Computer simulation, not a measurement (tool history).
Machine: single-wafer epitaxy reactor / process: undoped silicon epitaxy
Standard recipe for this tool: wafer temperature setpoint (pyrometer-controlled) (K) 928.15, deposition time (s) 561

run,day,wafer temperature setpoint (pyrometer-controlled) (K),deposition time (s),"read-back reference wafer on the same gauge, thickness_nm",mean film thickness on the monitor wafer (angstrom)
1,0,928.15,561,101.445,1056.73
2,0.762,928.15,561,101.558,1054.5
3,1.558,916.15,628,101.493,880.66
4,2.346,928.15,590,101.54,1117.26
5,3.788,928.15,590,101.469,1122.7
6,4.604,928.15,590,101.55,1122.53
7,5.533,928.15,561,101.437,1063.11
# day 6.012: gauge calibrated
8,6.221,928.15,561,101.444,1066.43
9,6.767,928.15,561,101.641,1069.55
10,7.45,928.15,561,101.312,1073.05
# day 8.279: pyrometer calibrated
11,8.538,920.15,643,101.47,909.74
12,10.025,928.15,561,101.426,964.43
13,10.938,915.15,476,101.564,595.5
14,11.708,928.15,561,101.566,969.37
15,13.029,917.15,594,101.447,779.05
16,14.396,913.15,561,101.576,662.94
17,15.767,934.15,515,101.449,1025.62
18,16.496,917.15,512,101.446,670.64
19,17.633,917.15,600,101.481,783.96
20,18.688,928.15,616,101.475,1061.62

Below, each run's measurement less what the same run would have read without the hidden state. Both values contain the same run-to-run variation, but the gauge's scatter may not be the same in both:
Hidden conditions of the tool in this case: wafer temperature above the value expected at the setpoint (K); gauge reads high (%).
run,mean film thickness on the monitor wafer (angstrom)
1,+92.39
2,+93.49
3,+81.48
4,+101.94
5,+105.12
6,+106.63
7,+102.65
8,+104.22
9,+105.51
10,+107.12
11,+2.03
12,+2.13
13,+1.39
14,+2.23
15,+1.93
16,+1.76
17,+2.78
18,+1.97
19,+2.46
20,+3.47

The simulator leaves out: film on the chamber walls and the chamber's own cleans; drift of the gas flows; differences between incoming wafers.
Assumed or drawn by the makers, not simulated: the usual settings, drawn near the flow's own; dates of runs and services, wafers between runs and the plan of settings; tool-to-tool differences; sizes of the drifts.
